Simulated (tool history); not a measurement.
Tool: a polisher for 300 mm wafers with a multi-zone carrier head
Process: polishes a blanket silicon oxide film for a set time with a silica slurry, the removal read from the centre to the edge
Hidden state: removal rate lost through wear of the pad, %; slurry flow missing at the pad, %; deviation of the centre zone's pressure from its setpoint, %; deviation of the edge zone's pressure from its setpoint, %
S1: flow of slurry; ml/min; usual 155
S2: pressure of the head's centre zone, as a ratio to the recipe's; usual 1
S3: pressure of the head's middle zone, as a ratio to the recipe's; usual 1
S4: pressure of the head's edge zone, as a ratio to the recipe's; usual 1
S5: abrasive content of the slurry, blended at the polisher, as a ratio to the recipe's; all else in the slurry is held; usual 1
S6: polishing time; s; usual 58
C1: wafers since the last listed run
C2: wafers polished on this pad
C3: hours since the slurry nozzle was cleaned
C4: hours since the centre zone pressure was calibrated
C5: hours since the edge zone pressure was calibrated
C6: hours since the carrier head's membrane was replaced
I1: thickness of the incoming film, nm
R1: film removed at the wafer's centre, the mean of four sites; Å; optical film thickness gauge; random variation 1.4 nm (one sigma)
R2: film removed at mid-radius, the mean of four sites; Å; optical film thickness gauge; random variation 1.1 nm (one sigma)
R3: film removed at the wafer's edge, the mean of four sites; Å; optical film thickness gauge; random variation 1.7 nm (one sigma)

run	hour	S1	S2	S3	S4	S5	S6	C1	C2	C3	C4	C5	C6	I1	R1	R2	R3
1	0	155	1	1	0.94	1	58	0	1959	179	1400.5	72.3	379.7	1164.9	1622	1594	1527
# hour 85.5: centre zone pressure recalibrated
2	88	155	1	1	0.94	1	58	517	2477	267	2.5	160.3	467.7	1143.3	1602	1552	1488
# hour 158.4: worn pad replaced by a new one
3	167.9	155	1	1	1	1	58	457	57	346.9	82.4	240.2	547.6	1147.6	1659	1633	1626
4	258.6	155	1	1	1	1	58	546	603	437.6	173.1	330.9	638.3	1143.9	1617	1585	1560
5	328.5	155	1	1	1	1	58	420	1024	507.5	243	400.8	708.2	1144.9	1575	1553	1542
6	371.2	155	1	1	1	1	58	257	1281	550.2	285.7	443.5	750.9	1146.6	1558	1516	1529
7	455.8	155	1	1	1	1	58	509	1790	634.8	370.3	528.1	835.5	1137.5	1486	1499	1492
# hour 507.1: slurry nozzle cleaned
8	532.1	155	1	1	1	1.15	38	453	2244	25	446.6	604.4	911.8	1161	1156	1137	1107
9	601.2	155	1	1	1	1	58	416	2660	94.1	515.7	673.5	980.9	1153.9	1622	1588	1553
# hour 610.8: worn pad replaced by a new one
# hour 674.8: carrier head's membrane replaced by a new one
10	675.3	155	1	1	1	1	58	392	358	168.2	589.8	747.6	0.5	1167.5	1712	1658	1670
11	729.3	155	1	1	0.94	1	58	325	683	222.2	643.8	801.6	54.5	1156.4	1653	1642	1586
12	815.9	155	1.08	1	0.9	1.25	58	521	1205	308.8	730.4	888.2	141.1	1159.1	1978	1774	1707
13	853.2	180	1	1.04	0.9	1	58	224	1429	346.1	767.7	925.5	178.4	1175.4	1676	1650	1569
# hour 1114.7: worn pad replaced by a new one
# hour 1137.7: slurry nozzle cleaned
14	1139.6	195	0.88	1	1	1.2	66	1694	144	1.9	1054.1	1211.9	464.8	1143.7	1985	2213	2173
# hour 1173.9: edge zone pressure recalibrated
15	1204.9	155	1.12	1	1	0.85	58	381	525	67.2	1119.4	31	530.1	1165.8	1765	1519	1530
16	1310.4	185	1	0.9	1.1	1	58	635	1160	172.7	1224.9	136.5	635.6	1161.9	1709	1576	1741
17	1377.3	200	1	1	1.06	0.8	58	402	1563	239.6	1291.8	203.4	702.5	1147.1	1494	1479	1474
18	1447.3	155	1	1	0.89	1	48	421	1985	309.6	1361.8	273.4	772.5	1155.2	1320	1319	1242
19	1503.9	155	1	1	0.93	1	58	340	2326	366.2	1418.4	330	829.1	1146.8	1594	1554	1501
# hour 1507.4: centre zone pressure recalibrated
# hour 1520.9: worn pad replaced by a new one
20	1580	155	1	1	1	1	58	422	355	442.3	72.6	406.1	905.2	1146.3	1654	1605	1621
21	1657.4	155	1	1.11	1	1	58	466	821	519.7	150	483.5	982.6	1164.6	1604	1679	1577

Measured less the same run without the tool's hidden state. The same run-to-run variation is in both; the gauge's scatter may not be:
run	R1	R2	R3
1	-142	-134	-113
2	-186	-170	-144
3	-107	-94	-66
4	-154	-136	-100
5	-191	-170	-128
6	-215	-188	-147
7	-259	-236	-182
8	-71	-69	-66
9	-131	-125	-117
10	-62	-56	-46
11	-84	-78	-64
12	-152	-127	-104
13	-138	-127	-104
14	-14	-15	-14
15	-42	-34	-31
16	-83	-73	-73
17	-96	-91	-81
18	-122	-115	-94
19	-175	-161	-135
20	-125	-109	-83
21	-163	-154	-113

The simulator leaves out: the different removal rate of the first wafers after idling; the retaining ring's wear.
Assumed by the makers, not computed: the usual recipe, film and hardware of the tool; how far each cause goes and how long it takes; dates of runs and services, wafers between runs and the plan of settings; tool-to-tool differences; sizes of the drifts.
